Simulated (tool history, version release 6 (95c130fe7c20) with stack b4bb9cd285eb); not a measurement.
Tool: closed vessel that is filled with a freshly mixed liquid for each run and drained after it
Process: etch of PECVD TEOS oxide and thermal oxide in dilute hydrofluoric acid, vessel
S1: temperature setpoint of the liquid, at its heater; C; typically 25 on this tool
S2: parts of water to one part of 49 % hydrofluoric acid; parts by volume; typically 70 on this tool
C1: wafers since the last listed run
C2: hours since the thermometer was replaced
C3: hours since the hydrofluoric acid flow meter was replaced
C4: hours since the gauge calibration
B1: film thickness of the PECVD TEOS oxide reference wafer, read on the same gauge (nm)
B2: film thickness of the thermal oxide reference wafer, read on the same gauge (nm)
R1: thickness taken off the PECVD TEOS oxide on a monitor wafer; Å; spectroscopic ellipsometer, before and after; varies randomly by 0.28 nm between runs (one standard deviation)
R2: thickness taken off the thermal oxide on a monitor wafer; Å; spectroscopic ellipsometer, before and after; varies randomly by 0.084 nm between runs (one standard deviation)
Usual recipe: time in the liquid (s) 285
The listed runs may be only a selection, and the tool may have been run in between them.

run 1 hour=0 | S1=25 S2=70 time_in_the_liquid_(s)=155 | C1=0 C2=1560.8 C3=2080.6 C4=386.8 | B1=40 B2=119.99 | R1=182.7 R2=97.4
run 2 hour=13.6 | S1=25 S2=70 time_in_the_liquid_(s)=285 | C1=701 C2=1574.4 C3=2094.2 C4=400.4 | B1=40 B2=120 | R1=335.4 R2=179.6
-- hour=20.8 thermometer replaced
run 3 hour=27.1 | S1=25 S2=70 time_in_the_liquid_(s)=285 | C1=644 C2=6.3 C3=2107.7 C4=413.9 | B1=40 B2=120 | R1=371.3 R2=198.6
run 4 hour=44 | S1=25 S2=70 time_in_the_liquid_(s)=285 | C1=871 C2=23.2 C3=2124.6 C4=430.8 | B1=39.98 B2=120.01 | R1=370.7 R2=198.7
run 5 hour=56.7 | S1=25 S2=70 time_in_the_liquid_(s)=285 | C1=654 C2=35.9 C3=2137.3 C4=443.5 | B1=40 B2=120.01 | R1=370.6 R2=196.7
-- hour=63.5 gauge calibrated
run 6 hour=73.2 | S1=29 S2=70 time_in_the_liquid_(s)=375 | C1=850 C2=52.4 C3=2153.8 C4=9.7 | B1=40.01 B2=119.95 | R1=570.9 R2=301.6
run 7 hour=86.1 | S1=23 S2=70 time_in_the_liquid_(s)=380 | C1=664 C2=65.3 C3=2166.7 C4=22.6 | B1=39.98 B2=120.05 | R1=446.9 R2=240.9
run 8 hour=94.6 | S1=29.5 S2=80 time_in_the_liquid_(s)=425 | C1=438 C2=73.8 C3=2175.2 C4=31.1 | B1=40 B2=119.99 | R1=555 R2=299.8
run 9 hour=103.1 | S1=27 S2=50 time_in_the_liquid_(s)=285 | C1=438 C2=82.3 C3=2183.7 C4=39.6 | B1=40 B2=120.02 | R1=572.7 R2=306.6
run 10 hour=115.2 | S1=27 S2=70 time_in_the_liquid_(s)=150 | C1=623 C2=94.4 C3=2195.8 C4=51.7 | B1=39.99 B2=119.98 | R1=208 R2=111.7
run 11 hour=130.2 | S1=25 S2=70 time_in_the_liquid_(s)=285 | C1=773 C2=109.4 C3=2210.8 C4=66.7 | B1=39.99 B2=120.02 | R1=366.9 R2=195.2
run 12 hour=147.7 | S1=30 S2=45 time_in_the_liquid_(s)=390 | C1=902 C2=126.9 C3=2228.3 C4=84.2 | B1=39.98 B2=120.01 | R1=987.5 R2=527
run 13 hour=158.5 | S1=22 S2=60 time_in_the_liquid_(s)=375 | C1=556 C2=137.7 C3=2239.1 C4=95 | B1=39.97 B2=119.99 | R1=501.2 R2=269.9
run 14 hour=172.9 | S1=22 S2=85 time_in_the_liquid_(s)=370 | C1=742 C2=152.1 C3=2253.5 C4=109.4 | B1=40.01 B2=120.05 | R1=339 R2=180.3
run 15 hour=221.5 | S1=25 S2=80 time_in_the_liquid_(s)=285 | C1=2505 C2=200.7 C3=2302.1 C4=158 | B1=40 B2=119.99 | R1=314.5 R2=167.1
run 16 hour=237.8 | S1=25 S2=35 time_in_the_liquid_(s)=430 | C1=840 C2=217 C3=2318.4 C4=174.3 | B1=40 B2=120.02 | R1=1164.6 R2=612.7
-- hour=243.6 hydrofluoric acid flow meter replaced
run 17 hour=248.5 | S1=22.5 S2=40 time_in_the_liquid_(s)=440 | C1=500 C2=227.7 C3=4.9 C4=185 | B1=39.98 B2=119.99 | R1=1046.1 R2=556.9
run 18 hour=256.1 | S1=25 S2=70 time_in_the_liquid_(s)=285 | C1=391 C2=235.3 C3=12.5 C4=192.6 | B1=40.01 B2=119.96 | R1=414.7 R2=221.7
run 19 hour=264.5 | S1=25 S2=70 time_in_the_liquid_(s)=285 | C1=433 C2=243.7 C3=20.9 C4=201 | B1=39.98 B2=119.98 | R1=415.3 R2=220.3
run 20 hour=292.7 | S1=27.5 S2=90 time_in_the_liquid_(s)=120 | C1=1453 C2=271.9 C3=49.1 C4=229.2 | B1=39.96 B2=120 | R1=144.8 R2=77.4
run 21 hour=307.4 | S1=25 S2=70 time_in_the_liquid_(s)=285 | C1=757 C2=286.6 C3=63.8 C4=243.9 | B1=40.02 B2=119.99 | R1=412.8 R2=219.8
run 22 hour=316.8 | S1=25 S2=100 time_in_the_liquid_(s)=230 | C1=484 C2=296 C3=73.2 C4=253.3 | B1=40 B2=119.99 | R1=223.2 R2=118.2
run 23 hour=326.3 | S1=25 S2=70 time_in_the_liquid_(s)=430 | C1=489 C2=305.5 C3=82.7 C4=262.8 | B1=40.02 B2=120.01 | R1=617.2 R2=328.9
run 24 hour=335.3 | S1=25 S2=70 time_in_the_liquid_(s)=285 | C1=463 C2=314.5 C3=91.7 C4=271.8 | B1=39.98 B2=119.97 | R1=409.1 R2=218
run 25 hour=342.4 | S1=22 S2=85 time_in_the_liquid_(s)=370 | C1=366 C2=321.6 C3=98.8 C4=278.9 | B1=40.03 B2=119.98 | R1=378.9 R2=202.2
run 26 hour=360.1 | S1=22 S2=95 time_in_the_liquid_(s)=420 | C1=912 C2=339.3 C3=116.5 C4=296.6 | B1=40.04 B2=119.99 | R1=375.8 R2=201.8

Forecast run 27:
run 27 hour=375.8 | S1=25 S2=50 time_in_the_liquid_(s)=285 | C1=809 C2=355 C3=132.2 C4=312.3 | B1=? B2=? | R1=? R2=?

Run 27 came out at B1 40.01, B2 119.98, R1 581.9 Å, R2 311.1 Å.
The same run, on a tool lacking any hidden state, would have yielded R1 609 Å, R2 325.6 Å.
